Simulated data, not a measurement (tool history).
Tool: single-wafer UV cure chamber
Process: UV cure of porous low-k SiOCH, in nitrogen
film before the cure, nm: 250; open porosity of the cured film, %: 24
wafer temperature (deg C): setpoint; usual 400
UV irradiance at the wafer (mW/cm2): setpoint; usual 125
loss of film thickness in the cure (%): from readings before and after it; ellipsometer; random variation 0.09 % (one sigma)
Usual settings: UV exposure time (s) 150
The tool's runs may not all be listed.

run   hour  wafer temperature (deg C)  UV exposure time (s)  UV irradiance at the wafer (mW/cm2)  loss of film thickness in the cure (%)
  1      0                        394                   150                                  125                                   9.723
  2   26.1                        394                   150                                  125                                    9.71
  3   39.4                        400                   150                                  125                                    9.75
  4   45.5                        390                   150                                  125                                   9.609
  5   61.9                        400                    80                                  125                                   7.286
  6   74.6                        400                    80                                  125                                   7.006
  7   90.1                        400                   175                                  125                                  10.374
     105.9  -- quartz window cleaned
  8  106.4                        400                   150                                  125                                   9.776
  9    136                        400                   150                                  125                                   9.534
 10  152.4                        400                   150                                  125                                   9.498
 11  168.7                        400                   180                                  125                                  10.235
 12  180.3                        400                   180                                  125                                  10.255
 13  186.4                        400                   185                                  151                                  11.195
 14  202.3                        411                    80                                  125                                   7.101
 15  219.4                        381                    90                                  125                                   7.008
 16  237.1                        400                   150                                   96                                   8.377
     250.9  -- UV bulbs replaced
 17  251.4                        384                   150                                   92                                   9.526
 18  263.2                        400                   195                                  125                                   11.99
 19    277                        400                   175                                  125                                  11.714
 20  288.4                        415                   215                                   91                                  11.343
 21  295.8                        390                   120                                  108                                   9.222
 22  312.1                        400                   150                                  125                                  10.655
 23  320.1                        407                   235                                  151                                  13.727
 24  335.8                        389                   190                                  139                                  12.245
 25  342.7                        400                   150                                  125                                  10.862

5 ways to go on from here, each from the tool as it stands after run 25. What would each give?
  A  343.2                        408                   150                                  125                                       ?
  B  343.2                        414                    65                                   97                                       ?
  C  343.2                        409                   210                                  110                                       ?
  D  343.2                        395                   150                                  125                                       ?
  E  343.2                        400                   150                                  114                                       ?

run  loss of film thickness in the cure (%)
  A                                  10.927
  B                                   6.548
  C                                  11.857
  D                                  10.712
  E                                    10.4
Without the tool's hidden state the same runs would have given:
run  loss of film thickness in the cure (%)
  A                                  11.156
  B                                   6.752
  C                                  12.091
  D                                   10.94
  E                                  10.626
